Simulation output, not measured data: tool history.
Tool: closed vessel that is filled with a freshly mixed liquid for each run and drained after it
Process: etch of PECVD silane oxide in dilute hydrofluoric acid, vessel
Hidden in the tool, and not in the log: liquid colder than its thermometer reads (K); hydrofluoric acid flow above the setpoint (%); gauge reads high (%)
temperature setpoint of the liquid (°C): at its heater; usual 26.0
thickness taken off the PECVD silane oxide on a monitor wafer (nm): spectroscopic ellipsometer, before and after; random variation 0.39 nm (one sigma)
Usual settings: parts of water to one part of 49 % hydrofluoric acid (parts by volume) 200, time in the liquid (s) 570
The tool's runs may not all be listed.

run	day	temperature setpoint of the liquid (°C)	parts of water to one part of 49 % hydrofluoric acid (parts by volume)	time in the liquid (s)	wafers since the last listed run	hours since the thermometer was replaced	hours since the hydrofluoric acid flow meter was replaced	hours since the gauge calibration	read-back film thickness of the PECVD silane oxide reference wafer, read on the same gauge (nm)	thickness taken off the PECVD silane oxide on a monitor wafer (nm)
1	0.000	26.0	200	570	0	1563.4	832.4	973.5	150.05	54.42
2	3.021	26.0	200	570	5477	1635.9	904.9	1046.0	150.01	54.25
3	7.204	26.0	260	365	7585	1736.3	1005.3	1146.4	150.02	24.98
4	10.400	26.0	200	570	5794	1813.0	1082.0	1223.1	150.02	54.30
5	12.433	23.0	200	570	3686	1861.8	1130.8	1271.9	150.01	48.68
6	15.721	23.0	200	570	5960	1940.7	1209.7	1350.8	149.99	48.06
7	19.742	23.0	200	570	7290	2037.2	1306.2	1447.3	150.01	48.88
# day 22.179: thermometer replaced
8	22.396	29.0	200	570	4736	5.2	1369.9	1511.0	150.01	60.89
9	24.621	29.0	200	570	4034	58.6	1423.3	1564.4	149.98	61.67
# day 27.046: gauge calibrated
10	28.796	27.5	200	890	7569	158.8	1523.5	42.0	149.98	90.96
11	30.317	29.0	290	900	2757	195.3	1560.0	78.5	149.99	60.05
12	31.958	30.0	265	895	2976	234.7	1599.4	117.9	149.96	70.45
# day 32.446: hydrofluoric acid flow meter replaced
13	34.112	26.0	200	700	3830	286.4	40.0	169.6	150.01	64.91
14	45.692	27.5	200	720	20994	564.3	317.9	447.5	150.00	70.30
15	48.621	26.0	200	570	5311	634.6	388.2	517.8	150.03	53.87
16	53.012	30.5	290	570	7962	740.0	493.6	623.2	149.93	39.69
17	61.175	27.5	200	570	14799	935.9	689.5	819.1	150.00	56.29
18	62.717	26.0	200	570	2795	972.9	726.5	856.1	150.03	54.24
19	65.362	26.0	200	745	4797	1036.4	790.0	919.6	149.97	71.61

5 ways to go on from here, each from the tool as it stands after run 19. What would each give?
A	65.396	26.0	200	795	60	1037.2	790.8	920.4	?	?
B	65.396	26.0	165	570	60	1037.2	790.8	920.4	?	?
C	65.396	21.0	125	700	60	1037.2	790.8	920.4	?	?
D	65.396	27.5	240	775	60	1037.2	790.8	920.4	?	?
E	65.396	24.0	140	300	60	1037.2	790.8	920.4	?	?

run	read-back film thickness of the PECVD silane oxide reference wafer, read on the same gauge (nm)	thickness taken off the PECVD silane oxide on a monitor wafer (nm)
A	150.01	76.75
B	150.01	69.40
C	150.01	97.00
D	150.01	62.92
E	150.01	41.08
Without the tool's hidden state the same runs would have given:
run	thickness taken off the PECVD silane oxide on a monitor wafer (nm)
A	75.08
B	67.92
C	95.03
D	61.50
E	40.22
